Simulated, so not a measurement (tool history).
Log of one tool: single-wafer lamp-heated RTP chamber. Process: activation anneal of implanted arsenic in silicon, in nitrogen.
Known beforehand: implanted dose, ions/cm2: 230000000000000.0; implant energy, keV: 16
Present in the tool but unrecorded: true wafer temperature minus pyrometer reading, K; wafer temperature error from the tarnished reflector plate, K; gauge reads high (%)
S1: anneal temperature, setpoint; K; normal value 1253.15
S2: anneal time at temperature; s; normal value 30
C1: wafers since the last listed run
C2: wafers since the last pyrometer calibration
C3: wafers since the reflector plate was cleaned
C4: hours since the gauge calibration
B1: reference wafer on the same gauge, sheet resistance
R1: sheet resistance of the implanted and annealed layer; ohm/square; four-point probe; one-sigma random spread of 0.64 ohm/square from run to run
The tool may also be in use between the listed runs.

run,day,S1,S2,C1,C2,C3,C4,B1,R1
1,0,1253.15,35,0,2390,7250,955.6,393.32,424.71
2,0.646,1253.15,35,161,2551,7411,971.1,392.9,424.69
3,1.625,1253.15,35,244,2796,7656,994.6,393.18,424
4,2.729,1253.15,30,276,3072,7932,1021.1,393.22,425.15
5,3.825,1276.15,30,273,3346,8206,1047.4,392.96,421.79
6,5.142,1276.15,30,329,3675,8535,1079,392.98,420.78
7,6.396,1253.15,30,313,3989,8849,1109.1,393.16,424.78
8,7.454,1253.15,30,264,4253,9113,1134.5,393.33,424.65
9,8.246,1253.15,24,197,4451,9311,1153.5,392.98,426.03
# day 8.854: pyrometer window cleaned and pyrometer calibrated
10,9.5,1230.15,30,230,161,9541,1183.6,393.05,427.67
11,13.142,1253.15,41,910,1071,10452,1271,392.91,423.25
12,13.879,1268.15,46,184,1256,10636,1288.7,392.91,418.64
# day 14.162: gauge calibrated
13,14.558,1253.15,45,169,1426,10806,9.5,393.12,422.28
14,15.758,1230.15,35,300,1726,11106,38.3,392.93,427.64
15,16.942,1253.15,18,295,2022,11402,66.7,392.96,427.17
16,17.938,1268.15,46,248,2270,11651,90.6,393.17,419.36
17,18.883,1281.15,41,236,2507,11887,113.3,393.09,418.46
18,19.892,1253.15,30,252,2759,12139,137.5,393.04,424.31
19,21.362,1253.15,30,367,3127,12507,172.8,393.03,424.23
# day 22.2: reflector plate cleaned
# day 22.646: pyrometer window cleaned and pyrometer calibrated
20,22.742,1253.15,30,178,24,52,205.9,393.14,425.09
21,24.042,1238.15,17,325,349,377,237.1,392.8,430.84
22,24.758,1240.15,42,179,528,556,254.3,392.9,424.29
23,25.779,1264.15,35,255,783,811,278.8,393.37,422.05
24,26.875,1253.15,44,273,1057,1085,305.1,392.86,423.2
25,27.854,1253.15,30,244,1302,1330,328.6,393.26,424.62
26,28.838,1237.15,30,245,1548,1576,352.2,393.12,427.28
27,29.533,1266.15,22,173,1722,1750,368.9,393.11,425.15
28,30.512,1268.15,30,244,1966,1995,392.4,393.2,423.63
29,31.638,1225.15,40,281,2248,2276,419.4,393.19,427.2
30,32.342,1230.15,30,176,2424,2452,436.3,392.87,427.23

The next listed run, before its measurement:
31,33.775,1253.15,20,358,2782,2810,470.7,?,?

B1: 392.87
R1: 427.56 ohm/square
Minus the tool's unlogged condition, the same run would have read R1 427.56 ohm/square.

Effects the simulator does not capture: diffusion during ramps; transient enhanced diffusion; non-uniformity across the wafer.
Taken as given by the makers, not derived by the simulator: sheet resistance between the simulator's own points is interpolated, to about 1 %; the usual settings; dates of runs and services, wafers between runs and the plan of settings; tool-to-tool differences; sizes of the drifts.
